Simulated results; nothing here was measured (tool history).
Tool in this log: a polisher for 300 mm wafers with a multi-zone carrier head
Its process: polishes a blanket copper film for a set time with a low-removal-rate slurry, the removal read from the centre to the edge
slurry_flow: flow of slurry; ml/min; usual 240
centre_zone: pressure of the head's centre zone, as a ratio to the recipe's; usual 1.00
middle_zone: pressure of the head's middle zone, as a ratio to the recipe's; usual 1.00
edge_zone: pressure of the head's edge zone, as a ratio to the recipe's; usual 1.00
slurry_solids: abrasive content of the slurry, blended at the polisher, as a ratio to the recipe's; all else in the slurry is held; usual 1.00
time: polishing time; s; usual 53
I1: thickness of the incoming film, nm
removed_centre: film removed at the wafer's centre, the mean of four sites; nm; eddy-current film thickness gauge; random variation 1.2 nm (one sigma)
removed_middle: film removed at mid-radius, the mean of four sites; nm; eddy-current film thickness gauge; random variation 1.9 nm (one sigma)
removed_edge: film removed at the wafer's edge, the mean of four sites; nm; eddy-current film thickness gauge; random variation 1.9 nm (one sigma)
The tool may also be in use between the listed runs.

run 1 hour=0.0 | slurry_flow=240 centre_zone=1.00 middle_zone=1.00 edge_zone=0.94 slurry_solids=1.00 time=53 | I1=1107.0 | removed_centre=127.1 removed_middle=126.1 removed_edge=127.5
run 2 hour=45.2 | slurry_flow=240 centre_zone=1.00 middle_zone=1.00 edge_zone=1.00 slurry_solids=1.00 time=53 | I1=1095.3 | removed_centre=125.5 removed_middle=125.0 removed_edge=131.9
run 3 hour=116.7 | slurry_flow=240 centre_zone=1.00 middle_zone=1.00 edge_zone=1.00 slurry_solids=1.00 time=53 | I1=1089.1 | removed_centre=124.7 removed_middle=121.3 removed_edge=126.5
-- hour=180.4 edge zone pressure recalibrated
-- hour=185.9 carrier head's membrane replaced by a new one
-- hour=228.9 worn pad replaced by a new one
run 4 hour=266.8 | slurry_flow=240 centre_zone=1.00 middle_zone=1.00 edge_zone=1.00 slurry_solids=1.00 time=53 | I1=1089.1 | removed_centre=130.5 removed_middle=129.5 removed_edge=135.6
run 5 hour=291.5 | slurry_flow=240 centre_zone=1.00 middle_zone=1.00 edge_zone=1.00 slurry_solids=1.00 time=53 | I1=1110.6 | removed_centre=130.4 removed_middle=127.5 removed_edge=129.6
-- hour=332.9 centre zone pressure recalibrated
-- hour=339.9 slurry nozzle cleaned
run 6 hour=358.8 | slurry_flow=240 centre_zone=1.00 middle_zone=1.00 edge_zone=1.00 slurry_solids=0.90 time=67 | I1=1106.7 | removed_centre=153.9 removed_middle=151.4 removed_edge=154.7
run 7 hour=388.0 | slurry_flow=240 centre_zone=0.92 middle_zone=0.97 edge_zone=0.92 slurry_solids=1.25 time=53 | I1=1095.2 | removed_centre=123.7 removed_middle=131.2 removed_edge=133.1
run 8 hour=441.9 | slurry_flow=185 centre_zone=1.00 middle_zone=1.00 edge_zone=1.00 slurry_solids=1.20 time=53 | I1=1102.0 | removed_centre=125.3 removed_middle=123.2 removed_edge=132.4
-- hour=476.4 edge zone pressure recalibrated
run 9 hour=479.8 | slurry_flow=240 centre_zone=1.00 middle_zone=1.00 edge_zone=1.00 slurry_solids=1.00 time=53 | I1=1107.3 | removed_centre=124.3 removed_middle=123.8 removed_edge=125.0
run 10 hour=536.5 | slurry_flow=240 centre_zone=1.00 middle_zone=1.00 edge_zone=1.00 slurry_solids=1.00 time=53 | I1=1095.4 | removed_centre=126.0 removed_middle=126.3 removed_edge=126.7
-- hour=586.6 worn pad replaced by a new one
run 11 hour=592.8 | slurry_flow=265 centre_zone=1.00 middle_zone=1.00 edge_zone=0.90 slurry_solids=0.85 time=53 | I1=1109.4 | removed_centre=127.9 removed_middle=126.1 removed_edge=123.7
run 12 hour=655.1 | slurry_flow=240 centre_zone=1.00 middle_zone=1.00 edge_zone=0.90 slurry_solids=1.10 time=53 | I1=1095.5 | removed_centre=132.2 removed_middle=132.9 removed_edge=125.7
run 13 hour=692.8 | slurry_flow=290 centre_zone=1.00 middle_zone=1.00 edge_zone=1.00 slurry_solids=1.00 time=66 | I1=1099.8 | removed_centre=162.0 removed_middle=161.5 removed_edge=166.2
run 14 hour=733.6 | slurry_flow=240 centre_zone=1.09 middle_zone=1.04 edge_zone=1.05 slurry_solids=1.00 time=53 | I1=1084.1 | removed_centre=136.8 removed_middle=126.0 removed_edge=131.0
-- hour=779.1 edge zone pressure recalibrated
run 15 hour=779.6 | slurry_flow=240 centre_zone=1.00 middle_zone=1.00 edge_zone=1.00 slurry_solids=0.85 time=53 | I1=1115.0 | removed_centre=119.4 removed_middle=117.4 removed_edge=122.1
run 16 hour=807.2 | slurry_flow=240 centre_zone=1.00 middle_zone=1.12 edge_zone=1.00 slurry_solids=1.00 time=53 | I1=1091.1 | removed_centre=125.5 removed_middle=138.7 removed_edge=129.2
run 17 hour=857.2 | slurry_flow=240 centre_zone=1.00 middle_zone=1.00 edge_zone=1.00 slurry_solids=1.00 time=53 | I1=1112.0 | removed_centre=124.1 removed_middle=125.1 removed_edge=124.1
run 18 hour=911.5 | slurry_flow=280 centre_zone=1.00 middle_zone=1.00 edge_zone=0.95 slurry_solids=1.00 time=42 | I1=1078.5 | removed_centre=101.3 removed_middle=99.5 removed_edge=99.3
-- hour=915.3 slurry nozzle cleaned
-- hour=937.0 worn pad replaced by a new one
run 19 hour=960.3 | slurry_flow=240 centre_zone=1.00 middle_zone=1.00 edge_zone=1.04 slurry_solids=1.00 time=53 | I1=1107.5 | removed_centre=130.2 removed_middle=130.8 removed_edge=136.8
run 20 hour=1018.4 | slurry_flow=240 centre_zone=0.90 middle_zone=1.00 edge_zone=1.00 slurry_solids=1.00 time=53 | I1=1091.6 | removed_centre=115.0 removed_middle=128.2 removed_edge=129.8
-- hour=1072.6 carrier head's membrane replaced by a new one
-- hour=1083.6 edge zone pressure recalibrated
run 21 hour=1094.1 | slurry_flow=240 centre_zone=1.00 middle_zone=1.00 edge_zone=1.00 slurry_solids=1.00 time=71 | I1=1101.3 | removed_centre=167.1 removed_middle=165.3 removed_edge=174.9
run 22 hour=1165.8 | slurry_flow=240 centre_zone=1.00 middle_zone=1.09 edge_zone=0.89 slurry_solids=0.80 time=53 | I1=1101.8 | removed_centre=115.1 removed_middle=124.1 removed_edge=112.0

Consider 3 possible next runs. They are alternatives, not a sequence: every one starts from the tool as it was left by run 22. What does each give?
run A hour=1166.2 | slurry_flow=240 centre_zone=1.00 middle_zone=1.00 edge_zone=1.00 slurry_solids=1.00 time=53 | I1=1089.9 | removed_centre=? removed_middle=? removed_edge=?
run B hour=1166.2 | slurry_flow=280 centre_zone=1.09 middle_zone=1.00 edge_zone=1.00 slurry_solids=1.00 time=59 | I1=1089.9 | removed_centre=? removed_middle=? removed_edge=?
run C hour=1166.2 | slurry_flow=205 centre_zone=1.00 middle_zone=1.00 edge_zone=1.00 slurry_solids=1.00 time=53 | I1=1089.9 | removed_centre=? removed_middle=? removed_edge=?

run=A removed_centre=124.8 removed_middle=124.3 removed_edge=124.9
run=B removed_centre=154.7 removed_middle=140.9 removed_edge=141.1
run=C removed_centre=121.6 removed_middle=121.5 removed_edge=122.8
The same runs, with their run-to-run variation unchanged, on a tool lacking any hidden condition would have given:
run=A removed_centre=132.6 removed_middle=132.1 removed_edge=132.8
run=B removed_centre=164.4 removed_middle=149.8 removed_edge=149.9
run=C removed_centre=129.3 removed_middle=129.1 removed_edge=130.5

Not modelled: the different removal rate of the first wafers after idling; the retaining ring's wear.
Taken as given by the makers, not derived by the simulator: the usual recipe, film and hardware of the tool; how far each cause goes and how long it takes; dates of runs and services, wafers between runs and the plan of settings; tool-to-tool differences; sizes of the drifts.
